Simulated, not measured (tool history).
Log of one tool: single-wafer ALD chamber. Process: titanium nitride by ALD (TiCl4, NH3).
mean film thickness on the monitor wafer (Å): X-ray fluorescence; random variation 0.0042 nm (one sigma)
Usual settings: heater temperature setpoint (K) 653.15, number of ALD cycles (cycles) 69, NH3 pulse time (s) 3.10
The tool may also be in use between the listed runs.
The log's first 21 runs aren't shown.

run    hour  heater temperature setpoint (K)  number of ALD cycles (cycles)  NH3 pulse time (s)  wafers since the last listed run  hours since the last thermocouple change  hours since the showerhead was replaced  hours since the gauge calibration  read-back reference wafer on the same gauge, thickness_nm  mean film thickness on the monitor wafer (Å)
      675.1  -- thermocouple changed; heater temperature recalibrated
 22   678.4                           653.15                             69                3.10                                39                                       3.3                                    337.2                              294.6                                                      1.497                                         16.75
 23   700.3                           653.15                             69                3.10                                49                                      25.2                                    359.1                              316.5                                                      1.497                                         16.76
 24   734.8                           647.15                             57                3.71                                77                                      59.7                                    393.6                              351.0                                                      1.498                                         13.93
 25   760.9                           653.15                             69                3.10                                58                                      85.8                                    419.7                              377.1                                                      1.498                                         16.71
 26   793.6                           666.15                             75                3.79                                73                                     118.5                                    452.4                              409.8                                                      1.499                                         18.59
 27   822.4                           653.15                             69                3.10                                65                                     147.3                                    481.2                              438.6                                                      1.499                                         16.82
 28   835.5                           653.15                             69                3.98                                29                                     160.4                                    494.3                              451.7                                                      1.501                                         17.03
 29   848.9                           639.15                             69                2.05                                30                                     173.8                                    507.7                              465.1                                                      1.500                                         15.66
 30   866.1                           653.15                             77                3.10                                38                                     191.0                                    524.9                              482.3                                                      1.501                                         18.80
 31   901.4                           653.15                             69                3.94                                79                                     226.3                                    560.2                              517.6                                                      1.501                                         17.04
 32   954.1                           653.15                             79                3.10                               119                                     279.0                                    612.9                              570.3                                                      1.503                                         19.26
 33   966.8                           653.15                             74                3.10                                28                                     291.7                                    625.6                              583.0                                                      1.503                                         18.07
 34   999.0                           653.15                             56                3.10                                72                                     323.9                                    657.8                              615.2                                                      1.505                                         13.68
 35  1029.8                           664.15                             81                3.10                                69                                     354.7                                    688.6                              646.0                                                      1.506                                         19.92
 36  1056.1                           664.15                             58                4.16                                59                                     381.0                                    714.9                              672.3                                                      1.506                                         14.48
 37  1085.9                           653.15                             61                4.08                                67                                     410.8                                    744.7                              702.1                                                      1.508                                         15.16

Forecast each of these 4 alternatives for the next run:
  A  1086.5                           653.15                             69                3.10                                 1                                     411.4                                    745.3                              702.7                                                          ?                                             ?
  B  1086.5                           665.15                             78                1.96                                 1                                     411.4                                    745.3                              702.7                                                          ?                                             ?
  C  1086.5                           653.15                             69                3.49                                 1                                     411.4                                    745.3                              702.7                                                          ?                                             ?
  D  1086.5                           653.15                             75                2.77                                 1                                     411.4                                    745.3                              702.7                                                          ?                                             ?

run  read-back reference wafer on the same gauge, thickness_nm  mean film thickness on the monitor wafer (Å)
  A                                                      1.508                                         16.78
  B                                                      1.508                                         18.47
  C                                                      1.508                                         16.90
  D                                                      1.508                                         18.09
Without the tool's hidden state the same runs would have given:
run  mean film thickness on the monitor wafer (Å)
  A                                         16.58
  B                                         18.25
  C                                         16.70
  D                                         17.88
